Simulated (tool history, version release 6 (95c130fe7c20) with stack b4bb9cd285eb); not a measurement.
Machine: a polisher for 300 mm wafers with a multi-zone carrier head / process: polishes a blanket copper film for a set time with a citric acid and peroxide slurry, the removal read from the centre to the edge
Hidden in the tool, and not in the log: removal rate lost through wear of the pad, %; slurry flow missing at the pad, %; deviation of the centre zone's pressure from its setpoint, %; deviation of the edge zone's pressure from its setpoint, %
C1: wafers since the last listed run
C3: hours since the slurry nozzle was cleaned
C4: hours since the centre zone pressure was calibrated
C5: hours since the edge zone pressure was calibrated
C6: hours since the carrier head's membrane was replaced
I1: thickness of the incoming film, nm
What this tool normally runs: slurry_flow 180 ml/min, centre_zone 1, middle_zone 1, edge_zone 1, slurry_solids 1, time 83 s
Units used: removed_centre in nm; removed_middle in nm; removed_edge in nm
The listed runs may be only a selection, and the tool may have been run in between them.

{"run": 1, "hour": 0.0, "slurry_flow": 180, "centre_zone": 1, "middle_zone": 1, "edge_zone": 1, "slurry_solids": 1, "time": 83, "C1": 0, "wafers polished on this pad": 14, "C3": 282.5, "C4": 582.7, "C5": 563.7, "C6": 943.6, "I1": 702.8, "removed_centre": 249.3, "removed_middle": 256.7, "removed_edge": 260.2}
{"run": 2, "hour": 17.6, "slurry_flow": 180, "centre_zone": 1, "middle_zone": 1, "edge_zone": 1, "slurry_solids": 1, "time": 83, "C1": 103, "wafers polished on this pad": 117, "C3": 300.1, "C4": 600.3, "C5": 581.3, "C6": 961.2, "I1": 706.5, "removed_centre": 244.8, "removed_middle": 256.4, "removed_edge": 261.3}
{"run": 3, "hour": 26.9, "slurry_flow": 200, "centre_zone": 1, "middle_zone": 1.06, "edge_zone": 1, "slurry_solids": 1, "time": 83, "C1": 54, "wafers polished on this pad": 172, "C3": 309.4, "C4": 609.6, "C5": 590.6, "C6": 970.5, "I1": 700.3, "removed_centre": 248.3, "removed_middle": 269.6, "removed_edge": 258.4}
{"run": 4, "hour": 40.5, "slurry_flow": 180, "centre_zone": 1, "middle_zone": 1, "edge_zone": 1, "slurry_solids": 1, "time": 83, "C1": 79, "wafers polished on this pad": 252, "C3": 323, "C4": 623.2, "C5": 604.2, "C6": 984.1, "I1": 692.4, "removed_centre": 243.4, "removed_middle": 257.8, "removed_edge": 257.7}
{"run": 5, "hour": 47.6, "slurry_flow": 180, "centre_zone": 1, "middle_zone": 1, "edge_zone": 1, "slurry_solids": 1, "time": 83, "C1": 41, "wafers polished on this pad": 293, "C3": 330.1, "C4": 630.3, "C5": 611.3, "C6": 991.2, "I1": 706.9, "removed_centre": 245.9, "removed_middle": 257.3, "removed_edge": 255.1}
{"run": 6, "hour": 64.7, "slurry_flow": 180, "centre_zone": 1, "middle_zone": 1, "edge_zone": 1, "slurry_solids": 1, "time": 83, "C1": 100, "wafers polished on this pad": 394, "C3": 347.2, "C4": 647.4, "C5": 628.4, "C6": 1008.3, "I1": 697.1, "removed_centre": 243.9, "removed_middle": 257.8, "removed_edge": 263.1}
{"run": 7, "hour": 74.5, "slurry_flow": 180, "centre_zone": 1, "middle_zone": 1, "edge_zone": 1, "slurry_solids": 1, "time": 83, "C1": 57, "wafers polished on this pad": 451, "C3": 357, "C4": 657.2, "C5": 638.2, "C6": 1018.1, "I1": 688.7, "removed_centre": 244.6, "removed_middle": 255.6, "removed_edge": 263.8}
{"run": 8, "hour": 85.5, "slurry_flow": 180, "centre_zone": 1, "middle_zone": 1, "edge_zone": 1, "slurry_solids": 1, "time": 83, "C1": 64, "wafers polished on this pad": 516, "C3": 368, "C4": 668.2, "C5": 649.2, "C6": 1029.1, "I1": 703.1, "removed_centre": 243.9, "removed_middle": 256.1, "removed_edge": 258.3}
{"run": 9, "hour": 97.0, "slurry_flow": 180, "centre_zone": 1, "middle_zone": 1, "edge_zone": 1, "slurry_solids": 1, "time": 83, "C1": 67, "wafers polished on this pad": 584, "C3": 379.5, "C4": 679.7, "C5": 660.7, "C6": 1040.6, "I1": 710.6, "removed_centre": 241.4, "removed_middle": 260.8, "removed_edge": 259.3}
{"hour": 130.3, "done": "slurry nozzle cleaned"}
{"hour": 148.1, "done": "worn pad replaced by a new one"}
{"hour": 150.2, "done": "edge zone pressure recalibrated"}
{"run": 10, "hour": 150.7, "slurry_flow": 180, "centre_zone": 1, "middle_zone": 1, "edge_zone": 1, "slurry_solids": 1, "time": 83, "C1": 274, "wafers polished on this pad": 3, "C3": 20.4, "C4": 733.4, "C5": 0.5, "C6": 1094.3, "I1": 706.1, "removed_centre": 238.6, "removed_middle": 259.3, "removed_edge": 258.2}
{"run": 11, "hour": 157.8, "slurry_flow": 180, "centre_zone": 1, "middle_zone": 1, "edge_zone": 1, "slurry_solids": 1, "time": 83, "C1": 41, "wafers polished on this pad": 45, "C3": 27.5, "C4": 740.5, "C5": 7.6, "C6": 1101.4, "I1": 696.7, "removed_centre": 236.3, "removed_middle": 260.1, "removed_edge": 257.3}
{"hour": 161.0, "done": "centre zone pressure recalibrated"}
{"run": 12, "hour": 172.6, "slurry_flow": 160, "centre_zone": 1, "middle_zone": 1, "edge_zone": 1.08, "slurry_solids": 1.15, "time": 66, "C1": 75, "wafers polished on this pad": 120, "C3": 42.3, "C4": 11.6, "C5": 22.4, "C6": 1116.2, "I1": 688.9, "removed_centre": 176.1, "removed_middle": 211.3, "removed_edge": 217.4}
{"hour": 212.3, "done": "centre zone pressure recalibrated, repeated, since the last time left the tool worse"}
{"run": 13, "hour": 214.7, "slurry_flow": 180, "centre_zone": 0.89, "middle_zone": 1, "edge_zone": 1, "slurry_solids": 0.75, "time": 83, "C1": 235, "wafers polished on this pad": 356, "C3": 84.4, "C4": 2.4, "C5": 64.5, "C6": 1158.3, "I1": 696, "removed_centre": 220, "removed_middle": 237.8, "removed_edge": 243.6}
{"run": 14, "hour": 231.2, "slurry_flow": 225, "centre_zone": 1, "middle_zone": 1, "edge_zone": 1, "slurry_solids": 1.1, "time": 83, "C1": 96, "wafers polished on this pad": 453, "C3": 100.9, "C4": 18.9, "C5": 81, "C6": 1174.8, "I1": 691.7, "removed_centre": 276.3, "removed_middle": 269.7, "removed_edge": 272.8}
{"run": 15, "hour": 247.8, "slurry_flow": 180, "centre_zone": 0.92, "middle_zone": 1.1, "edge_zone": 1, "slurry_solids": 1, "time": 83, "C1": 97, "wafers polished on this pad": 550, "C3": 117.5, "C4": 35.5, "C5": 97.6, "C6": 1191.4, "I1": 696.4, "removed_centre": 239.6, "removed_middle": 275.9, "removed_edge": 258.8}
{"hour": 257.3, "done": "carrier head's membrane replaced by a new one"}
{"run": 16, "hour": 258.4, "slurry_flow": 200, "centre_zone": 1, "middle_zone": 1.06, "edge_zone": 1, "slurry_solids": 0.9, "time": 83, "C1": 32, "wafers polished on this pad": 583, "C3": 128.1, "C4": 46.1, "C5": 108.2, "C6": 1.1, "I1": 698.7, "removed_centre": 259.6, "removed_middle": 264, "removed_edge": 257.6}
{"run": 17, "hour": 268.1, "slurry_flow": 180, "centre_zone": 1, "middle_zone": 1, "edge_zone": 1, "slurry_solids": 1, "time": 83, "C1": 57, "wafers polished on this pad": 640, "C3": 137.8, "C4": 55.8, "C5": 117.9, "C6": 10.8, "I1": 709.6, "removed_centre": 262.3, "removed_middle": 259.2, "removed_edge": 262.4}
{"run": 18, "hour": 291.8, "slurry_flow": 220, "centre_zone": 1, "middle_zone": 1.04, "edge_zone": 1, "slurry_solids": 1, "time": 98, "C1": 139, "wafers polished on this pad": 779, "C3": 161.5, "C4": 79.5, "C5": 141.6, "C6": 34.5, "I1": 695.1, "removed_centre": 312.2, "removed_middle": 317.7, "removed_edge": 305.1}
{"hour": 300.8, "done": "worn pad replaced by a new one"}
{"run": 19, "hour": 304.1, "slurry_flow": 180, "centre_zone": 1, "middle_zone": 1, "edge_zone": 1, "slurry_solids": 1, "time": 83, "C1": 48, "wafers polished on this pad": 19, "C3": 173.8, "C4": 91.8, "C5": 153.9, "C6": 46.8, "I1": 691, "removed_centre": 261.2, "removed_middle": 261.2, "removed_edge": 259.6}
{"run": 20, "hour": 335.6, "slurry_flow": 180, "centre_zone": 0.95, "middle_zone": 1, "edge_zone": 0.95, "slurry_solids": 1, "time": 74, "C1": 185, "wafers polished on this pad": 204, "C3": 205.3, "C4": 123.3, "C5": 185.4, "C6": 78.3, "I1": 704.4, "removed_centre": 221.6, "removed_middle": 229.8, "removed_edge": 229.1}

Measured less the same run without the tool's hidden state. The same run-to-run variation is in both; the gauge's scatter may not be:
run=1 removed_centre=-13.7
run=2 removed_centre=-14.4
run=3 removed_centre=-15.2
run=4 removed_centre=-15.7
run=5 removed_centre=-16.2
run=6 removed_centre=-17.2
run=7 removed_centre=-17.8
run=8 removed_centre=-18.4
run=9 removed_centre=-19.1
run=10 removed_centre=-22.4
run=11 removed_centre=-22.8
run=12 removed_centre=-32.7
run=13 removed_centre=-0.5
run=14 removed_centre=-0.6
run=15 removed_centre=-0.6
run=16 removed_centre=-0.6
run=17 removed_centre=-0.7
run=18 removed_centre=-0.9
run=19 removed_centre=-0.9
run=20 removed_centre=-1
removed_middle: within 0.2 nm of the measured result in every run.
removed_edge: the difference is 0 for every run.
